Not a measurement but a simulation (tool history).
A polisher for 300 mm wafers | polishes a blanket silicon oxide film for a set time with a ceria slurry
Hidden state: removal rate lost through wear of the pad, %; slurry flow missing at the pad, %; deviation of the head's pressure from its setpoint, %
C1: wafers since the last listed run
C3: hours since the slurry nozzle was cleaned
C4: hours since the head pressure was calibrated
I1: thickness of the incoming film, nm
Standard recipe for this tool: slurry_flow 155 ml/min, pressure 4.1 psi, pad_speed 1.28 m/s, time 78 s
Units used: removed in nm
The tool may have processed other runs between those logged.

{"run": 1, "hour": 0.0, "slurry_flow": 155, "pressure": 4.1, "pad_speed": 1.28, "time": 78, "C1": 0, "wafers polished on this pad": 1299, "C3": 69, "C4": 782.4, "I1": 1627.2, "removed": 689.8}
{"run": 2, "hour": 16.0, "slurry_flow": 155, "pressure": 4.1, "pad_speed": 1.28, "time": 78, "C1": 211, "wafers polished on this pad": 1511, "C3": 85, "C4": 798.4, "I1": 1637, "removed": 687.7}
{"run": 3, "hour": 29.0, "slurry_flow": 155, "pressure": 4.1, "pad_speed": 1.28, "time": 78, "C1": 171, "wafers polished on this pad": 1682, "C3": 98, "C4": 811.4, "I1": 1635.9, "removed": 678.7}
{"run": 4, "hour": 58.2, "slurry_flow": 155, "pressure": 4.1, "pad_speed": 1.28, "time": 78, "C1": 385, "wafers polished on this pad": 2068, "C3": 127.2, "C4": 840.6, "I1": 1649.6, "removed": 687}
{"run": 5, "hour": 78.4, "slurry_flow": 155, "pressure": 4.1, "pad_speed": 1.14, "time": 78, "C1": 266, "wafers polished on this pad": 2335, "C3": 147.4, "C4": 860.8, "I1": 1671, "removed": 627}
{"hour": 82.4, "done": "worn pad replaced by a new one"}
{"run": 6, "hour": 92.3, "slurry_flow": 155, "pressure": 4.1, "pad_speed": 0.96, "time": 78, "C1": 130, "wafers polished on this pad": 130, "C3": 161.3, "C4": 874.7, "I1": 1615.8, "removed": 515.4}
{"run": 7, "hour": 107.9, "slurry_flow": 155, "pressure": 4.1, "pad_speed": 0.96, "time": 78, "C1": 206, "wafers polished on this pad": 336, "C3": 176.9, "C4": 890.3, "I1": 1614.3, "removed": 510}
{"run": 8, "hour": 120.4, "slurry_flow": 125, "pressure": 4.6, "pad_speed": 1.28, "time": 78, "C1": 165, "wafers polished on this pad": 501, "C3": 189.4, "C4": 902.8, "I1": 1618.3, "removed": 732.7}
{"run": 9, "hour": 140.9, "slurry_flow": 125, "pressure": 4.6, "pad_speed": 1.28, "time": 78, "C1": 270, "wafers polished on this pad": 772, "C3": 209.9, "C4": 923.3, "I1": 1622.4, "removed": 744}
{"run": 10, "hour": 162.7, "slurry_flow": 125, "pressure": 4.6, "pad_speed": 1.28, "time": 78, "C1": 287, "wafers polished on this pad": 1060, "C3": 231.7, "C4": 945.1, "I1": 1638.6, "removed": 737.4}
{"run": 11, "hour": 192.5, "slurry_flow": 155, "pressure": 4.9, "pad_speed": 1.28, "time": 78, "C1": 393, "wafers polished on this pad": 1453, "C3": 261.5, "C4": 974.9, "I1": 1663.4, "removed": 812.9}
{"hour": 195.7, "done": "slurry nozzle cleaned"}
{"run": 12, "hour": 218.9, "slurry_flow": 155, "pressure": 4.9, "pad_speed": 1.28, "time": 78, "C1": 335, "wafers polished on this pad": 1789, "C3": 23.2, "C4": 1001.3, "I1": 1677.7, "removed": 801.1}
{"run": 13, "hour": 246.4, "slurry_flow": 155, "pressure": 4.1, "pad_speed": 1.28, "time": 78, "C1": 363, "wafers polished on this pad": 2152, "C3": 50.7, "C4": 1028.8, "I1": 1618.9, "removed": 685.2}
{"hour": 263.7, "done": "worn pad replaced by a new one"}
{"run": 14, "hour": 299.5, "slurry_flow": 155, "pressure": 4.1, "pad_speed": 1.28, "time": 78, "C1": 648, "wafers polished on this pad": 472, "C3": 103.8, "C4": 1081.9, "I1": 1673.2, "removed": 676.8}
{"run": 15, "hour": 319.5, "slurry_flow": 155, "pressure": 4.1, "pad_speed": 1.28, "time": 78, "C1": 264, "wafers polished on this pad": 736, "C3": 123.8, "C4": 1101.9, "I1": 1632, "removed": 688.8}
{"run": 16, "hour": 344.1, "slurry_flow": 135, "pressure": 3.4, "pad_speed": 1.28, "time": 78, "C1": 324, "wafers polished on this pad": 1061, "C3": 148.4, "C4": 1126.5, "I1": 1643.2, "removed": 551}
{"run": 17, "hour": 359.2, "slurry_flow": 140, "pressure": 4.1, "pad_speed": 1.28, "time": 78, "C1": 199, "wafers polished on this pad": 1260, "C3": 163.5, "C4": 1141.6, "I1": 1651, "removed": 667.4}
{"run": 18, "hour": 390.1, "slurry_flow": 105, "pressure": 4.7, "pad_speed": 1.12, "time": 78, "C1": 408, "wafers polished on this pad": 1669, "C3": 194.4, "C4": 1172.5, "I1": 1639, "removed": 653.5}
{"run": 19, "hour": 409.1, "slurry_flow": 105, "pressure": 4.1, "pad_speed": 1.14, "time": 78, "C1": 250, "wafers polished on this pad": 1919, "C3": 213.4, "C4": 1191.5, "I1": 1625.7, "removed": 571.5}
{"run": 20, "hour": 434.6, "slurry_flow": 155, "pressure": 4.1, "pad_speed": 1.7, "time": 78, "C1": 336, "wafers polished on this pad": 2256, "C3": 238.9, "C4": 1217, "I1": 1657.5, "removed": 906.7}
{"hour": 441.6, "done": "worn pad replaced by a new one"}
{"hour": 447.6, "done": "slurry nozzle cleaned"}
{"run": 21, "hour": 452.7, "slurry_flow": 155, "pressure": 5.1, "pad_speed": 1.64, "time": 55, "C1": 172, "wafers polished on this pad": 133, "C3": 5.1, "C4": 1235.1, "I1": 1630.8, "removed": 769.8}
{"run": 22, "hour": 473.1, "slurry_flow": 155, "pressure": 2.7, "pad_speed": 1.14, "time": 78, "C1": 269, "wafers polished on this pad": 403, "C3": 25.5, "C4": 1255.5, "I1": 1641, "removed": 389.1}
{"run": 23, "hour": 487.0, "slurry_flow": 155, "pressure": 4.1, "pad_speed": 1.28, "time": 78, "C1": 183, "wafers polished on this pad": 586, "C3": 39.4, "C4": 1269.4, "I1": 1601.9, "removed": 681.9}
{"run": 24, "hour": 515.6, "slurry_flow": 155, "pressure": 4.1, "pad_speed": 1.28, "time": 78, "C1": 377, "wafers polished on this pad": 964, "C3": 68, "C4": 1298, "I1": 1620.9, "removed": 663.3}
{"run": 25, "hour": 537.0, "slurry_flow": 155, "pressure": 4.1, "pad_speed": 1.28, "time": 78, "C1": 282, "wafers polished on this pad": 1246, "C3": 89.4, "C4": 1319.4, "I1": 1627, "removed": 682.8}
{"run": 26, "hour": 564.2, "slurry_flow": 210, "pressure": 4.1, "pad_speed": 1.28, "time": 78, "C1": 359, "wafers polished on this pad": 1606, "C3": 116.6, "C4": 1346.6, "I1": 1631.9, "removed": 716.5}
{"run": 27, "hour": 589.3, "slurry_flow": 155, "pressure": 2.7, "pad_speed": 1.14, "time": 78, "C1": 331, "wafers polished on this pad": 1937, "C3": 141.7, "C4": 1371.7, "I1": 1655.1, "removed": 401.8}
{"hour": 604.9, "done": "head pressure recalibrated"}
{"run": 28, "hour": 618.4, "slurry_flow": 120, "pressure": 4.1, "pad_speed": 1.28, "time": 78, "C1": 357, "wafers polished on this pad": 2295, "C3": 170.8, "C4": 13.5, "I1": 1634.2, "removed": 642.6}
{"hour": 623.9, "done": "worn pad replaced by a new one"}
{"run": 29, "hour": 649.0, "slurry_flow": 155, "pressure": 4.1, "pad_speed": 1.28, "time": 78, "C1": 351, "wafers polished on this pad": 331, "C3": 201.4, "C4": 44.1, "I1": 1633.3, "removed": 686.7}
{"hour": 658.6, "done": "slurry nozzle cleaned"}
{"run": 30, "hour": 678.5, "slurry_flow": 155, "pressure": 4.1, "pad_speed": 1.28, "time": 78, "C1": 376, "wafers polished on this pad": 707, "C3": 19.9, "C4": 73.6, "I1": 1614.8, "removed": 688.5}
{"run": 31, "hour": 699.7, "slurry_flow": 210, "pressure": 4.1, "pad_speed": 1.28, "time": 62, "C1": 279, "wafers polished on this pad": 987, "C3": 41.1, "C4": 94.8, "I1": 1648.7, "removed": 563.9}
{"run": 32, "hour": 725.1, "slurry_flow": 155, "pressure": 4.1, "pad_speed": 0.86, "time": 78, "C1": 335, "wafers polished on this pad": 1322, "C3": 66.5, "C4": 120.2, "I1": 1637.4, "removed": 462.9}
{"run": 33, "hour": 738.7, "slurry_flow": 155, "pressure": 4.7, "pad_speed": 1.28, "time": 66, "C1": 179, "wafers polished on this pad": 1502, "C3": 80.1, "C4": 133.8, "I1": 1654.1, "removed": 654.3}
{"run": 34, "hour": 757.4, "slurry_flow": 200, "pressure": 4.1, "pad_speed": 1.28, "time": 78, "C1": 246, "wafers polished on this pad": 1749, "C3": 98.8, "C4": 152.5, "I1": 1610.4, "removed": 703.1}
{"hour": 780.0, "done": "worn pad replaced by a new one"}
{"run": 35, "hour": 857.0, "slurry_flow": 155, "pressure": 4.1, "pad_speed": 1.28, "time": 78, "C1": 1262, "wafers polished on this pad": 1016, "C3": 198.4, "C4": 252.1, "I1": 1645.7, "removed": 692.7}

Each row is a separate what-if for the run after 35, all from the same tool condition, not one after another. Results?
{"run": "A", "hour": 857.4, "slurry_flow": 155, "pressure": 4.1, "pad_speed": 1.28, "time": 78, "C1": 5, "wafers polished on this pad": 1022, "C3": 198.8, "C4": 252.5, "I1": 1633.4, "removed": "?"}
{"run": "B", "hour": 857.4, "slurry_flow": 110, "pressure": 2.7, "pad_speed": 1.28, "time": 78, "C1": 5, "wafers polished on this pad": 1022, "C3": 198.8, "C4": 252.5, "I1": 1633.4, "removed": "?"}
{"run": "C", "hour": 857.4, "slurry_flow": 195, "pressure": 4.1, "pad_speed": 1.16, "time": 78, "C1": 5, "wafers polished on this pad": 1022, "C3": 198.8, "C4": 252.5, "I1": 1633.4, "removed": "?"}
{"run": "D", "hour": 857.4, "slurry_flow": 155, "pressure": 3.6, "pad_speed": 0.92, "time": 78, "C1": 5, "wafers polished on this pad": 1022, "C3": 198.8, "C4": 252.5, "I1": 1633.4, "removed": "?"}

run=A removed=689.3
run=B removed=427.7
run=C removed=645.1
run=D removed=435
Without the tool's hidden state the same runs would have given:
run=A removed=689.3
run=B removed=427.7
run=C removed=645.1
run=D removed=435
